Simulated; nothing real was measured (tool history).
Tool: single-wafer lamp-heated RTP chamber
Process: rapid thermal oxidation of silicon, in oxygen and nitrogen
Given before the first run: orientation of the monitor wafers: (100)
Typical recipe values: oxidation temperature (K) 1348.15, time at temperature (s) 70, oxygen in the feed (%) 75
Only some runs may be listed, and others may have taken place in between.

| run | hour | oxidation temperature (K) | time at temperature (s) | oxygen in the feed (%) | wafers since the last listed run | wafers since the last pyrometer calibration | hours since the oxygen flow controller was replaced | hours since the gauge calibration | read-back reference wafer on the same gauge, thickness | oxide thickness on the monitor wafer (angstrom) |
|---|---|---|---|---|---|---|---|---|---|---|
| 1 | 0.0 | 1348.15 | 70 | 75 | 0 | 476 | 1465.7 | 460.6 | 10.032 | 92.02 |
| 2 | 68.4 | 1348.15 | 70 | 75 | 507 | 984 | 1534.1 | 529.0 | 10.046 | 92.30 |
| 3 | 96.4 | 1348.15 | 70 | 87 | 207 | 1191 | 1562.1 | 557.0 | 10.036 | 96.75 |
| 4 | 148.3 | 1348.15 | 70 | 87 | 384 | 1576 | 1614.0 | 608.9 | 10.036 | 96.65 |
|  | 191.4 | pyrometer window cleaned and pyrometer calibrated |
| 5 | 212.7 | 1364.15 | 70 | 75 | 418 | 158 | 1678.4 | 673.3 | 10.033 | 101.55 |
| 6 | 240.7 | 1364.15 | 70 | 75 | 207 | 365 | 1706.4 | 701.3 | 10.014 | 101.61 |
| 7 | 308.9 | 1348.15 | 70 | 75 | 505 | 871 | 1774.6 | 769.5 | 10.003 | 91.62 |
| 8 | 376.9 | 1348.15 | 70 | 75 | 504 | 1375 | 1842.6 | 837.5 | 9.991 | 91.73 |
| 9 | 414.3 | 1348.15 | 70 | 75 | 277 | 1653 | 1880.0 | 874.9 | 9.998 | 91.87 |
| 10 | 458.8 | 1348.15 | 48 | 75 | 330 | 1983 | 1924.5 | 919.4 | 9.982 | 77.55 |
|  | 487.3 | pyrometer window cleaned and pyrometer calibrated |
| 11 | 499.4 | 1348.15 | 70 | 75 | 241 | 89 | 1965.1 | 960.0 | 10.001 | 91.29 |
| 12 | 558.7 | 1348.15 | 70 | 75 | 439 | 529 | 2024.4 | 1019.3 | 9.979 | 91.35 |
| 13 | 602.2 | 1348.15 | 70 | 98 | 322 | 852 | 2067.9 | 1062.8 | 9.974 | 99.76 |
| 14 | 676.1 | 1348.15 | 70 | 75 | 548 | 1400 | 2141.8 | 1136.7 | 9.957 | 91.14 |
| 15 | 739.7 | 1348.15 | 81 | 75 | 471 | 1872 | 2205.4 | 1200.3 | 9.960 | 97.80 |
| 16 | 786.7 | 1331.15 | 70 | 75 | 348 | 2220 | 2252.4 | 1247.3 | 9.956 | 81.93 |
|  | 811.4 | pyrometer window cleaned and pyrometer calibrated |
| 17 | 818.8 | 1348.15 | 42 | 98 | 178 | 54 | 2284.5 | 1279.4 | 9.946 | 79.76 |
| 18 | 869.9 | 1348.15 | 38 | 75 | 378 | 433 | 2335.6 | 1330.5 | 9.944 | 69.51 |
|  | 888.3 | oxygen flow controller replaced |
| 19 | 934.3 | 1348.15 | 70 | 75 | 418 | 852 | 46.0 | 1394.9 | 9.935 | 91.23 |
|  | 1026.8 | gauge calibrated |
| 20 | 1119.0 | 1321.15 | 70 | 92 | 1369 | 2222 | 230.7 | 92.2 | 10.082 | 82.85 |
|  | 1129.6 | pyrometer window cleaned and pyrometer calibrated |
| 21 | 1160.4 | 1360.15 | 70 | 75 | 247 | 228 | 272.1 | 133.6 | 10.085 | 99.69 |
| 22 | 1224.7 | 1348.15 | 82 | 75 | 476 | 705 | 336.4 | 197.9 | 10.071 | 98.99 |
| 23 | 1377.9 | 1348.15 | 70 | 75 | 1136 | 1841 | 489.6 | 351.1 | 10.051 | 91.75 |
| 24 | 1423.6 | 1335.15 | 70 | 75 | 338 | 2180 | 535.3 | 396.8 | 10.057 | 84.24 |

Selected run-to-run steps in oxide thickness on the monitor wafer (angstrom), each split into two signed amounts: the part the tool would show with no hidden state at all (from settings, incoming material and random variation), and the remainder, which goes to the hidden state together with any gauge scatter not common to the measured and the hidden-state-free results:
The hidden state here: true wafer temperature minus pyrometer reading, K; deviation of the oxygen flow from its setpoint, %; gauge reads high (%).
Run 18 -> 19: time at temperature (s) 38 -> 70, oxygen flow controller replaced. oxide thickness on the monitor wafer (angstrom) +21.72: hidden state -0.43, all else +22.15.
Run 19 -> 20: oxidation temperature (K) 1348.15 -> 1321.15, oxygen in the feed (%) 75 -> 92, gauge calibrated. oxide thickness on the monitor wafer (angstrom) -8.38: hidden state +1.45, all else -9.83.
Run 20 -> 21: oxidation temperature (K) 1321.15 -> 1360.15, oxygen in the feed (%) 92 -> 75, pyrometer window cleaned and pyrometer calibrated. oxide thickness on the monitor wafer (angstrom) +16.84: hidden state -0.08, all else +16.92.
